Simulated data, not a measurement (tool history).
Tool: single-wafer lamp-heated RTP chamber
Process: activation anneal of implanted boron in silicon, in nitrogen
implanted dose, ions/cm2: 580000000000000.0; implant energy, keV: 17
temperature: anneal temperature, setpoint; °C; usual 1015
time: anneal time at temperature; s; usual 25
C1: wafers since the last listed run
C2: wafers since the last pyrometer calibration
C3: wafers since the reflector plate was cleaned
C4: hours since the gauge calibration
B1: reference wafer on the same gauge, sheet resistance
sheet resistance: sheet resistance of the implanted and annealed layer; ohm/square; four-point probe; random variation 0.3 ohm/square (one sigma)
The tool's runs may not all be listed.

Run 1, day 0: usual settings; C1 0; C2 1700; C3 7396; C4 709.6; B1 180. Result: sheet resistance 197.15 ohm/square.
Run 2, day 2.621: usual settings; C1 732; C2 2432; C3 8128; C4 772.5; B1 180.03. Result: sheet resistance 197.01 ohm/square.
Run 3, day 4.317: usual settings; C1 473; C2 2906; C3 8602; C4 813.2; B1 180.01. Result: sheet resistance 196.25 ohm/square.
Run 4, day 5.504: usual settings but temperature 1034 °C, time 15 s; C1 331; C2 3238; C3 8934; C4 841.7; B1 180.02. Result: sheet resistance 195.71 ohm/square.
Run 5, day 6.788: usual settings but temperature 1034 °C, time 15 s; C1 358; C2 3596; C3 9292; C4 872.5; B1 179.99. Result: sheet resistance 196.19 ohm/square.
Run 6, day 7.812: usual settings but temperature 1005 °C, time 37 s; C1 286; C2 3882; C3 9578; C4 897.1; B1 180.02. Result: sheet resistance 196.33 ohm/square.
Run 7, day 10.471: usual settings but temperature 1009 °C, time 35 s; C1 742; C2 4625; C3 10321; C4 960.9; B1 180. Result: sheet resistance 196.02 ohm/square.
At day 11.062: gauge calibrated.
At day 12.808: pyrometer window cleaned and pyrometer calibrated.
Run 8, day 12.829: usual settings but temperature 1009 °C, time 35 s; C1 565; C2 6; C3 10887; C4 42.4; B1 180.02. Result: sheet resistance 197.52 ohm/square.
Run 9, day 13.729: usual settings but temperature 1009 °C, time 35 s; C1 251; C2 257; C3 11138; C4 64; B1 180.04. Result: sheet resistance 196.94 ohm/square.
At day 14.246: reflector plate cleaned.
Run 10, day 16.204: usual settings; C1 598; C2 855; C3 547; C4 123.4; B1 180.03. Result: sheet resistance 197.61 ohm/square.
Run 11, day 18.192: usual settings but temperature 1033 °C, time 15 s; C1 555; C2 1410; C3 1102; C4 171.1; B1 180.01. Result: sheet resistance 195.98 ohm/square.
Run 12, day 21.071: usual settings but temperature 998 °C, time 35 s; C1 804; C2 2215; C3 1906; C4 240.2; B1 179.98. Result: sheet resistance 198.94 ohm/square.
Run 13, day 23.042: usual settings but temperature 1026 °C, time 37 s; C1 550; C2 2765; C3 2457; C4 287.5; B1 179.99. Result: sheet resistance 194.2 ohm/square.
Run 14, day 24.429: usual settings but time 37 s; C1 387; C2 3153; C3 2844; C4 320.8; B1 180.04. Result: sheet resistance 195.33 ohm/square.
Run 15, day 25.696: usual settings but temperature 1041 °C, time 14 s; C1 353; C2 3507; C3 3198; C4 351.2; B1 179.97. Result: sheet resistance 195.21 ohm/square.
Run 16, day 28.175: usual settings but time 20 s; C1 692; C2 4199; C3 3891; C4 410.7; B1 179.95. Result: sheet resistance 196.86 ohm/square.
Run 17, day 30.058: usual settings; C1 526; C2 4725; C3 4417; C4 455.9; B1 179.97. Result: sheet resistance 196.55 ohm/square.
Run 18, day 31.804: usual settings but temperature 1003 °C; C1 487; C2 5213; C3 4905; C4 497.8; B1 180.02. Result: sheet resistance 196.96 ohm/square.

5 ways to go on from here, each from the tool as it stands after run 18. What would each give?
Run A, day 31.821: usual settings; C1 4; C2 5218; C3 4909; C4 498.2; B1 ?. Result: sheet resistance ?.
Run B, day 31.821: usual settings but temperature 1025 °C, time 37 s; C1 4; C2 5218; C3 4909; C4 498.2; B1 ?. Result: sheet resistance ?.
Run C, day 31.821: usual settings but temperature 994 °C, time 32 s; C1 4; C2 5218; C3 4909; C4 498.2; B1 ?. Result: sheet resistance ?.
Run D, day 31.821: usual settings but time 11 s; C1 4; C2 5218; C3 4909; C4 498.2; B1 ?. Result: sheet resistance ?.
Run E, day 31.821: usual settings but temperature 1025 °C, time 14 s; C1 4; C2 5218; C3 4909; C4 498.2; B1 ?. Result: sheet resistance ?.

run      B1  sheet resistance
  A  180.05            195.86
  B  180.05            193.86
  C  180.05            198.22
  D  180.05            197.49
  E  180.05            196.15
Without the tool's hidden state the same runs would have given:
run  sheet resistance
  A            197.14
  B            194.96
  C            201.05
  D            198.92
  E            197.14
